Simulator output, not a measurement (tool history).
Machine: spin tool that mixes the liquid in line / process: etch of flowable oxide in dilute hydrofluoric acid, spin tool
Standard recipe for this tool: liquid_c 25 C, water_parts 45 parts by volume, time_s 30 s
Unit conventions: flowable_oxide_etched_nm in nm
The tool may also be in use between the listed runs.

run   hour  liquid_c  water_parts  time_s  read-back film thickness of the flowable oxide reference wafer, read on the same gauge (nm)  flowable_oxide_etched_nm
  1      0        25           45      30                                                                                       100.02                     20.81
  2   34.8        25           45      45                                                                                        99.96                     31.28
  3   56.5        25           45      30                                                                                          100                      20.7
  4   91.2        25           45      30                                                                                        99.99                     20.82
  5  111.6        25           45      30                                                                                       100.02                     20.79
  6  146.9        22           45      30                                                                                       100.01                     18.52
  7  168.4        22           45      30                                                                                        99.94                     18.49
  8    188        22           45      30                                                                                        99.93                     18.55
     212.6  -- hydrofluoric acid flow meter replaced
  9  214.6        27           45      30                                                                                       100.02                     22.67
 10  230.6        27           45      30                                                                                        99.99                     22.79
 11  253.7        27           45      30                                                                                          100                     22.73
     254.4  -- gauge calibrated
 12  269.3        25           45      30                                                                                          100                     21.03
 13  287.4        25           45      30                                                                                          100                     21.17
 14    309        23           60      50                                                                                       100.02                     23.66
 15    331      28.5           45      30                                                                                       100.01                     24.23
 16    361        25           45      30                                                                                        99.98                     21.16

Run 17, settings as shown, results not yet in. Your forecast:
 17  384.2      22.5           65      40                                                                                            ?                         ?

{"run 17": {"read-back film thickness of the flowable oxide reference wafer, read on the same gauge (nm)": 100.03, "flowable_oxide_etched_nm": 17.13}}
Without the tool's hidden state the same run would have given flowable_oxide_etched_nm 16.27 nm.
